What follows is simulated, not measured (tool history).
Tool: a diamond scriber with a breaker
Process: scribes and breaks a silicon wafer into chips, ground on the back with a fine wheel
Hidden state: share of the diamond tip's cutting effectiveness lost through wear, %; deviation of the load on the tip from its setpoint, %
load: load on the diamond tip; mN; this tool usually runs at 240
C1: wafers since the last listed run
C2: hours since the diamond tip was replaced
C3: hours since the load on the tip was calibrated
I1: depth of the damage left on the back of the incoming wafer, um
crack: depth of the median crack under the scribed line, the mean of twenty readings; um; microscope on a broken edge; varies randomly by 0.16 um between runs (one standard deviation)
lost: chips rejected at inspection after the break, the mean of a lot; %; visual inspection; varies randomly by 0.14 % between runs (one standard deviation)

Run 1, hour 0: usual settings; C1 0; C2 180.1; C3 281.5; I1 2.55. Result: crack 8.97 um, lost 2.61 %.
Run 2, hour 48.9: usual settings; C1 237; C2 229; C3 330.4; I1 1.64. Result: crack 9.56 um, lost 1.63 %.
Run 3, hour 109.5: usual settings; C1 294; C2 289.6; C3 391; I1 1.88. Result: crack 9.29 um, lost 1.98 %.
Run 4, hour 164: usual settings but load 217 mN; C1 264; C2 344.1; C3 445.5; I1 1.53. Result: crack 8.63 um, lost 2.97 %.
Run 5, hour 195.3: usual settings but load 217 mN; C1 152; C2 375.4; C3 476.8; I1 1.62. Result: crack 8.94 um, lost 3.05 %.
Run 6, hour 250.6: usual settings; C1 268; C2 430.7; C3 532.1; I1 1.64. Result: crack 8.92 um, lost 1.84 %.
At hour 306.6: diamond tip replaced by a new one.
Run 7, hour 308.6: usual settings; C1 272; C2 2; C3 590.1; I1 2.29. Result: crack 9.39 um, lost 2.45 %.
Run 8, hour 337.1: usual settings; C1 138; C2 30.5; C3 618.6; I1 2.34. Result: crack 9.38 um, lost 2.48 %.
Run 9, hour 470.2: usual settings; C1 646; C2 163.6; C3 751.7; I1 2.81. Result: crack 9.43 um, lost 3.21 %.
Run 10, hour 538.6: usual settings; C1 332; C2 232; C3 820.1; I1 2.64. Result: crack 9.41 um, lost 2.61 %.
Run 11, hour 583.6: usual settings; C1 218; C2 277; C3 865.1; I1 1.63. Result: crack 9.44 um, lost 1.85 %.
Run 12, hour 621: usual settings but load 291 mN; C1 181; C2 314.4; C3 902.5; I1 1.86. Result: crack 10.59 um, lost 7.15 %.
Run 13, hour 688: usual settings but load 291 mN; C1 325; C2 381.4; C3 969.5; I1 2.19. Result: crack 10.45 um, lost 7.36 %.
Run 14, hour 714.3: usual settings but load 267 mN; C1 127; C2 407.7; C3 995.8; I1 1.77. Result: crack 10 um, lost 3.52 %.
At hour 732.5: diamond tip replaced by a new one.
Run 15, hour 781: usual settings but load 267 mN; C1 314; C2 48.5; C3 1062.5; I1 2.2. Result: crack 9.46 um, lost 3.89 %.
Run 16, hour 816: usual settings but load 221 mN; C1 170; C2 83.5; C3 1097.5; I1 1.73. Result: crack 8.95 um, lost 2.79 %.
Run 17, hour 855.5: usual settings but load 221 mN; C1 191; C2 123; C3 1137; I1 2.63. Result: crack 8.76 um, lost 3.55 %.
Run 18, hour 906.1: usual settings but load 271 mN; C1 245; C2 173.6; C3 1187.6; I1 1.93. Result: crack 10.03 um, lost 3.73 %.
Run 19, hour 946.5: usual settings; C1 196; C2 214; C3 1228; I1 2.81. Result: crack 9.11 um, lost 2.86 %.
Run 20, hour 971.4: usual settings; C1 121; C2 238.9; C3 1252.9; I1 2.25. Result: crack 9.3 um, lost 2.26 %.
Run 21, hour 1043.1: usual settings; C1 348; C2 310.6; C3 1324.6; I1 2.03. Result: crack 9.27 um, lost 1.88 %.
Run 22, hour 1095.3: usual settings but load 202 mN; C1 253; C2 362.8; C3 1376.8; I1 1.72. Result: crack 8.38 um, lost 5.79 %.
At hour 1111.2: diamond tip replaced by a new one.
Run 23, hour 1167.3: usual settings but load 298 mN; C1 340; C2 56.1; C3 1448.8; I1 2.08. Result: crack 10.67 um, lost 9.19 %.
Run 24, hour 1205.7: usual settings but load 299 mN; C1 186; C2 94.5; C3 1487.2; I1 2.5. Result: crack 10.68 um, lost 8.67 %.
Run 25, hour 1243.2: usual settings; C1 182; C2 132; C3 1524.7; I1 1.72. Result: crack 9.44 um, lost 1.88 %.
Run 26, hour 1303.4: usual settings but load 273 mN; C1 292; C2 192.2; C3 1584.9; I1 2.82. Result: crack 9.97 um, lost 5.09 %.
Run 27, hour 1345.4: usual settings but load 303 mN; C1 204; C2 234.2; C3 1626.9; I1 2.64. Result: crack 10.68 um, lost 11.23 %.
Run 28, hour 1399.2: usual settings but load 183 mN; C1 261; C2 288; C3 1680.7; I1 2.14. Result: crack 8.03 um, lost 12.83 %.
Run 29, hour 1425.7: usual settings but load 312 mN; C1 128; C2 314.5; C3 1707.2; I1 2.13. Result: crack 10.56 um, lost 11.42 %.
At hour 1498.5: diamond tip replaced by a new one.
Run 30, hour 1499: usual settings but load 303 mN; C1 346; C2 0.5; C3 1780.5; I1 2.06. Result: crack 10.72 um, lost 10.42 %.
Run 31, hour 1566.8: usual settings; C1 329; C2 68.3; C3 1848.3; I1 2.4. Result: crack 9.11 um, lost 2.38 %.
Run 32, hour 1593.7: usual settings but load 259 mN; C1 130; C2 95.2; C3 1875.2; I1 1.97. Result: crack 9.33 um, lost 2.64 %.
At hour 1598.6: load on the tip recalibrated.
Run 33, hour 1663.4: usual settings; C1 328; C2 164.9; C3 64.8; I1 2.72. Result: crack 8.96 um, lost 2.74 %.
Run 34, hour 1693.9: usual settings but load 302 mN; C1 148; C2 195.4; C3 95.3; I1 2.29. Result: crack 10.57 um, lost 9.38 %.
Run 35, hour 1743.9: usual settings but load 290 mN; C1 242; C2 245.4; C3 145.3; I1 2.27. Result: crack 10.43 um, lost 7.43 %.
Run 36, hour 1786.3: usual settings but load 280 mN; C1 206; C2 287.8; C3 187.7; I1 2.75. Result: crack 10.49 um, lost 5.83 %.
Run 37, hour 1824.4: usual settings but load 286 mN; C1 185; C2 325.9; C3 225.8; I1 2.8. Result: crack 10.24 um, lost 7.35 %.
Run 38, hour 1862.5: usual settings but load 304 mN; C1 185; C2 364; C3 263.9; I1 1.52. Result: crack 10.85 um, lost 9.89 %.
Run 39, hour 1926.9: usual settings; C1 312; C2 428.4; C3 328.3; I1 2.53. Result: crack 9.24 um, lost 2.63 %.
At hour 1957.5: diamond tip replaced by a new one.
Run 40, hour 1979.6: usual settings but load 179 mN; C1 246; C2 22.1; C3 381; I1 2.13. Result: crack 7.8 um, lost 12.96 %.
Run 41, hour 2137.8: usual settings but load 261 mN; C1 768; C2 180.3; C3 539.2; I1 2.64. Result: crack 9.6 um, lost 3.74 %.

For each run, what was the tool's unlogged condition?
share of the diamond tip's cutting effectiveness lost through wear, %: 0, the same for each run
deviation of the load on the tip from its setpoint, %: 0, the same for each run

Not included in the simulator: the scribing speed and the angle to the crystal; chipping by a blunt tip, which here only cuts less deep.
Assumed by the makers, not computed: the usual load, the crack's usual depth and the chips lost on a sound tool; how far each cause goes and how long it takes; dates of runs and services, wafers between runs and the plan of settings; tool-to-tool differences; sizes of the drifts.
